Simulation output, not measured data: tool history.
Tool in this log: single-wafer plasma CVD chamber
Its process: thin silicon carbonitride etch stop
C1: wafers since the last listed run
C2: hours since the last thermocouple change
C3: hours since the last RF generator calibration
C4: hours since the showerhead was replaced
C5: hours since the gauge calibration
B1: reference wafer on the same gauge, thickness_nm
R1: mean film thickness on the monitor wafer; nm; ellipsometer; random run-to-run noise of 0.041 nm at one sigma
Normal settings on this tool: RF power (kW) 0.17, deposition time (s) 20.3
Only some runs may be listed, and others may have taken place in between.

{"run": 1, "hour": 0.0, "RF power (kW)": 0.19, "deposition time (s)": 20.3, "C1": 0, "C2": 1997.4, "C3": 842.9, "C4": 5647.1, "C5": 1275.6, "B1": 9.101, "R1": 11.146}
{"run": 2, "hour": 58.2, "RF power (kW)": 0.19, "deposition time (s)": 20.3, "C1": 2004, "C2": 2055.6, "C3": 901.1, "C4": 5705.3, "C5": 1333.8, "B1": 9.092, "R1": 11.209}
{"run": 3, "hour": 129.7, "RF power (kW)": 0.19, "deposition time (s)": 20.3, "C1": 2462, "C2": 2127.1, "C3": 972.6, "C4": 5776.8, "C5": 1405.3, "B1": 9.103, "R1": 11.135}
{"run": 4, "hour": 157.0, "RF power (kW)": 0.18, "deposition time (s)": 20.3, "C1": 940, "C2": 2154.4, "C3": 999.9, "C4": 5804.1, "C5": 1432.6, "B1": 9.101, "R1": 11.024}
{"run": 5, "hour": 204.7, "RF power (kW)": 0.18, "deposition time (s)": 20.3, "C1": 1642, "C2": 2202.1, "C3": 1047.6, "C4": 5851.8, "C5": 1480.3, "B1": 9.087, "R1": 10.968}
{"run": 6, "hour": 266.7, "RF power (kW)": 0.18, "deposition time (s)": 20.3, "C1": 2135, "C2": 2264.1, "C3": 1109.6, "C4": 5913.8, "C5": 1542.3, "B1": 9.107, "R1": 11.005}
{"run": 7, "hour": 318.1, "RF power (kW)": 0.17, "deposition time (s)": 20.3, "C1": 1770, "C2": 2315.5, "C3": 1161, "C4": 5965.2, "C5": 1593.7, "B1": 9.093, "R1": 10.82}
{"run": 8, "hour": 356.5, "RF power (kW)": 0.17, "deposition time (s)": 20.3, "C1": 1322, "C2": 2353.9, "C3": 1199.4, "C4": 6003.6, "C5": 1632.1, "B1": 9.104, "R1": 10.845}
{"hour": 382.5, "done": "gauge calibrated"}
{"run": 9, "hour": 382.6, "RF power (kW)": 0.17, "deposition time (s)": 20.3, "C1": 898, "C2": 2380, "C3": 1225.5, "C4": 6029.7, "C5": 0.1, "B1": 9.096, "R1": 10.834}
{"run": 10, "hour": 434.4, "RF power (kW)": 0.17, "deposition time (s)": 20.3, "C1": 1783, "C2": 2431.8, "C3": 1277.3, "C4": 6081.5, "C5": 51.9, "B1": 9.097, "R1": 10.775}
{"run": 11, "hour": 484.9, "RF power (kW)": 0.17, "deposition time (s)": 20.3, "C1": 1739, "C2": 2482.3, "C3": 1327.8, "C4": 6132, "C5": 102.4, "B1": 9.105, "R1": 10.866}
{"run": 12, "hour": 549.6, "RF power (kW)": 0.17, "deposition time (s)": 20.3, "C1": 2228, "C2": 2547, "C3": 1392.5, "C4": 6196.7, "C5": 167.1, "B1": 9.097, "R1": 10.762}
{"hour": 588.9, "done": "showerhead replaced"}
{"hour": 612.9, "done": "thermocouple changed; heater temperature recalibrated"}
{"run": 13, "hour": 613.4, "RF power (kW)": 0.17, "deposition time (s)": 20.3, "C1": 1646, "C2": 0.5, "C3": 1456.3, "C4": 24.5, "C5": 230.9, "B1": 9.102, "R1": 10.716}
{"run": 14, "hour": 634.7, "RF power (kW)": 0.17, "deposition time (s)": 20.3, "C1": 733, "C2": 21.8, "C3": 1477.6, "C4": 45.8, "C5": 252.2, "B1": 9.106, "R1": 10.773}
{"run": 15, "hour": 661.7, "RF power (kW)": 0.17, "deposition time (s)": 20.3, "C1": 929, "C2": 48.8, "C3": 1504.6, "C4": 72.8, "C5": 279.2, "B1": 9.099, "R1": 10.8}
{"run": 16, "hour": 719.6, "RF power (kW)": 0.17, "deposition time (s)": 23.8, "C1": 1993, "C2": 106.7, "C3": 1562.5, "C4": 130.7, "C5": 337.1, "B1": 9.108, "R1": 12.702}
{"run": 17, "hour": 757.7, "RF power (kW)": 0.17, "deposition time (s)": 20.3, "C1": 1312, "C2": 144.8, "C3": 1600.6, "C4": 168.8, "C5": 375.2, "B1": 9.1, "R1": 10.796}
{"run": 18, "hour": 828.7, "RF power (kW)": 0.205, "deposition time (s)": 23.2, "C1": 2445, "C2": 215.8, "C3": 1671.6, "C4": 239.8, "C5": 446.2, "B1": 9.094, "R1": 12.892}
{"run": 19, "hour": 861.8, "RF power (kW)": 0.17, "deposition time (s)": 20.3, "C1": 1139, "C2": 248.9, "C3": 1704.7, "C4": 272.9, "C5": 479.3, "B1": 9.093, "R1": 10.744}
{"hour": 875.3, "done": "RF generator calibrated"}
{"run": 20, "hour": 902.8, "RF power (kW)": 0.145, "deposition time (s)": 22.6, "C1": 1136, "C2": 289.9, "C3": 27.5, "C4": 313.9, "C5": 520.3, "B1": 9.105, "R1": 11.33}
{"run": 21, "hour": 928.7, "RF power (kW)": 0.18, "deposition time (s)": 22.9, "C1": 891, "C2": 315.8, "C3": 53.4, "C4": 339.8, "C5": 546.2, "B1": 9.101, "R1": 12.145}
{"run": 22, "hour": 996.4, "RF power (kW)": 0.17, "deposition time (s)": 20.3, "C1": 2331, "C2": 383.5, "C3": 121.1, "C4": 407.5, "C5": 613.9, "B1": 9.102, "R1": 10.542}
{"run": 23, "hour": 1057.1, "RF power (kW)": 0.17, "deposition time (s)": 20.3, "C1": 2090, "C2": 444.2, "C3": 181.8, "C4": 468.2, "C5": 674.6, "B1": 9.108, "R1": 10.563}
{"run": 24, "hour": 1126.6, "RF power (kW)": 0.14, "deposition time (s)": 20.3, "C1": 2393, "C2": 513.7, "C3": 251.3, "C4": 537.7, "C5": 744.1, "B1": 9.098, "R1": 10.077}
{"run": 25, "hour": 1155.9, "RF power (kW)": 0.18, "deposition time (s)": 23.9, "C1": 1009, "C2": 543, "C3": 280.6, "C4": 567, "C5": 773.4, "B1": 9.091, "R1": 12.741}
{"run": 26, "hour": 1188.0, "RF power (kW)": 0.155, "deposition time (s)": 20.3, "C1": 1105, "C2": 575.1, "C3": 312.7, "C4": 599.1, "C5": 805.5, "B1": 9.099, "R1": 10.39}
{"hour": 1218.5, "done": "RF generator calibrated, repeated, since the last time left the tool worse"}
{"run": 27, "hour": 1226.0, "RF power (kW)": 0.18, "deposition time (s)": 16.8, "C1": 1033, "C2": 613.1, "C3": 7.5, "C4": 637.1, "C5": 843.5, "B1": 9.107, "R1": 9.166}
{"run": 28, "hour": 1269.3, "RF power (kW)": 0.17, "deposition time (s)": 21.6, "C1": 1491, "C2": 656.4, "C3": 50.8, "C4": 680.4, "C5": 886.8, "B1": 9.1, "R1": 11.673}

Predict the results of run 29:
{"run": 29, "hour": 1310.8, "RF power (kW)": 0.19, "deposition time (s)": 16.5, "C1": 1429, "C2": 697.9, "C3": 92.3, "C4": 721.9, "C5": 928.3, "B1": "?", "R1": "?"}

{"run 29": {"B1": 9.1, "R1": 9.159}}
If the tool had no hidden condition, the same run with the same run-to-run variation would have returned R1 9.166 nm.
